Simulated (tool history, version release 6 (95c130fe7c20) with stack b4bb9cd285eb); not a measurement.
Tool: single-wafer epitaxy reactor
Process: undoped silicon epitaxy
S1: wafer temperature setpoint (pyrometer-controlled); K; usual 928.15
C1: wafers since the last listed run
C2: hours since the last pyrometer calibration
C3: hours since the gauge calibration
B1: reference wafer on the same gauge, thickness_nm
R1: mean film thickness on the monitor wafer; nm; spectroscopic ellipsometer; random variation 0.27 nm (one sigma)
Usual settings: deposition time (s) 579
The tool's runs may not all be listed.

{"run": 1, "day": 0.0, "S1": 928.15, "deposition time (s)": 579, "C1": 0, "C2": 1627.0, "C3": 180.7, "B1": 111.014, "R1": 94.296}
{"run": 2, "day": 0.592, "S1": 928.15, "deposition time (s)": 579, "C1": 69, "C2": 1641.2, "C3": 194.9, "B1": 111.01, "R1": 94.31}
{"run": 3, "day": 1.146, "S1": 928.15, "deposition time (s)": 579, "C1": 65, "C2": 1654.5, "C3": 208.2, "B1": 111.025, "R1": 94.321}
{"run": 4, "day": 1.846, "S1": 928.15, "deposition time (s)": 579, "C1": 82, "C2": 1671.3, "C3": 225.0, "B1": 110.977, "R1": 94.17}
{"run": 5, "day": 2.354, "S1": 928.15, "deposition time (s)": 615, "C1": 59, "C2": 1683.5, "C3": 237.2, "B1": 111.019, "R1": 99.801}
{"run": 6, "day": 3.021, "S1": 928.15, "deposition time (s)": 615, "C1": 78, "C2": 1699.5, "C3": 253.2, "B1": 111.057, "R1": 99.49}
{"run": 7, "day": 5.179, "S1": 928.15, "deposition time (s)": 615, "C1": 253, "C2": 1751.3, "C3": 305.0, "B1": 110.999, "R1": 99.757}
{"run": 8, "day": 5.538, "S1": 936.15, "deposition time (s)": 579, "C1": 42, "C2": 1759.9, "C3": 313.6, "B1": 110.967, "R1": 108.321}
{"run": 9, "day": 5.988, "S1": 936.15, "deposition time (s)": 579, "C1": 52, "C2": 1770.7, "C3": 324.4, "B1": 110.983, "R1": 108.634}
{"day": 6.729, "done": "pyrometer calibrated"}
{"run": 10, "day": 6.75, "S1": 936.15, "deposition time (s)": 579, "C1": 50, "C2": 0.5, "C3": 342.7, "B1": 110.987, "R1": 117.137}
{"run": 11, "day": 6.875, "S1": 928.15, "deposition time (s)": 579, "C1": 14, "C2": 3.5, "C3": 345.7, "B1": 111.018, "R1": 100.547}
{"day": 7.138, "done": "gauge calibrated"}
{"run": 12, "day": 7.142, "S1": 928.15, "deposition time (s)": 579, "C1": 31, "C2": 9.9, "C3": 0.1, "B1": 111.026, "R1": 100.825}
{"run": 13, "day": 7.675, "S1": 928.15, "deposition time (s)": 579, "C1": 62, "C2": 22.7, "C3": 12.9, "B1": 110.939, "R1": 101.032}
{"run": 14, "day": 8.108, "S1": 934.15, "deposition time (s)": 611, "C1": 50, "C2": 33.1, "C3": 23.3, "B1": 111.048, "R1": 118.986}
{"run": 15, "day": 8.671, "S1": 928.15, "deposition time (s)": 579, "C1": 66, "C2": 46.6, "C3": 36.8, "B1": 110.93, "R1": 101.316}
{"run": 16, "day": 9.383, "S1": 928.15, "deposition time (s)": 579, "C1": 83, "C2": 63.7, "C3": 53.9, "B1": 110.946, "R1": 100.746}
{"run": 17, "day": 9.675, "S1": 928.15, "deposition time (s)": 579, "C1": 34, "C2": 70.7, "C3": 60.9, "B1": 110.964, "R1": 100.701}
{"run": 18, "day": 10.267, "S1": 916.15, "deposition time (s)": 644, "C1": 69, "C2": 84.9, "C3": 75.1, "B1": 111.092, "R1": 89.06}
{"run": 19, "day": 10.958, "S1": 940.15, "deposition time (s)": 661, "C1": 81, "C2": 101.5, "C3": 91.7, "B1": 111.057, "R1": 144.321}
{"run": 20, "day": 11.688, "S1": 928.15, "deposition time (s)": 579, "C1": 85, "C2": 119.0, "C3": 109.2, "B1": 111.011, "R1": 101.164}
{"run": 21, "day": 12.196, "S1": 916.15, "deposition time (s)": 498, "C1": 59, "C2": 131.2, "C3": 121.4, "B1": 111.071, "R1": 68.869}
{"run": 22, "day": 12.621, "S1": 928.15, "deposition time (s)": 663, "C1": 49, "C2": 141.4, "C3": 131.6, "B1": 111.077, "R1": 115.611}
{"run": 23, "day": 12.962, "S1": 943.15, "deposition time (s)": 579, "C1": 40, "C2": 149.6, "C3": 139.8, "B1": 111.012, "R1": 133.816}
{"run": 24, "day": 13.454, "S1": 914.15, "deposition time (s)": 579, "C1": 57, "C2": 161.4, "C3": 151.6, "B1": 110.932, "R1": 77.093}
{"run": 25, "day": 14.15, "S1": 928.15, "deposition time (s)": 579, "C1": 81, "C2": 178.1, "C3": 168.3, "B1": 111.097, "R1": 100.55}
{"run": 26, "day": 14.621, "S1": 928.15, "deposition time (s)": 579, "C1": 55, "C2": 189.4, "C3": 179.6, "B1": 110.954, "R1": 100.626}
{"run": 27, "day": 15.138, "S1": 916.15, "deposition time (s)": 463, "C1": 60, "C2": 201.8, "C3": 192.0, "B1": 110.953, "R1": 63.595}
{"run": 28, "day": 15.583, "S1": 942.15, "deposition time (s)": 536, "C1": 52, "C2": 212.5, "C3": 202.7, "B1": 110.977, "R1": 121.133}
{"run": 29, "day": 16.104, "S1": 941.15, "deposition time (s)": 617, "C1": 61, "C2": 225.0, "C3": 215.2, "B1": 110.947, "R1": 136.369}
{"run": 30, "day": 16.771, "S1": 943.15, "deposition time (s)": 623, "C1": 78, "C2": 241.0, "C3": 231.2, "B1": 110.977, "R1": 143.062}
{"run": 31, "day": 17.446, "S1": 921.15, "deposition time (s)": 493, "C1": 79, "C2": 257.2, "C3": 247.4, "B1": 110.97, "R1": 74.778}
{"run": 32, "day": 17.862, "S1": 919.15, "deposition time (s)": 519, "C1": 48, "C2": 267.2, "C3": 257.4, "B1": 111.012, "R1": 75.755}
{"run": 33, "day": 18.383, "S1": 919.15, "deposition time (s)": 651, "C1": 61, "C2": 279.7, "C3": 269.9, "B1": 110.977, "R1": 94.934}

3 ways to go on from here, each from the tool as it stands after run 33. What would each give?
{"run": "A", "day": 18.408, "S1": 924.15, "deposition time (s)": 579, "C1": 2, "C2": 280.3, "C3": 270.5, "B1": "?", "R1": "?"}
{"run": "B", "day": 18.408, "S1": 928.15, "deposition time (s)": 505, "C1": 2, "C2": 280.3, "C3": 270.5, "B1": "?", "R1": "?"}
{"run": "C", "day": 18.408, "S1": 928.15, "deposition time (s)": 495, "C1": 2, "C2": 280.3, "C3": 270.5, "B1": "?", "R1": "?"}

run=A B1=111.010 R1=93.033
run=B B1=111.010 R1=87.568
run=C B1=111.010 R1=85.834
Without the tool's hidden state the same runs would have given:
run=A R1=93.654
run=B R1=88.148
run=C R1=86.403

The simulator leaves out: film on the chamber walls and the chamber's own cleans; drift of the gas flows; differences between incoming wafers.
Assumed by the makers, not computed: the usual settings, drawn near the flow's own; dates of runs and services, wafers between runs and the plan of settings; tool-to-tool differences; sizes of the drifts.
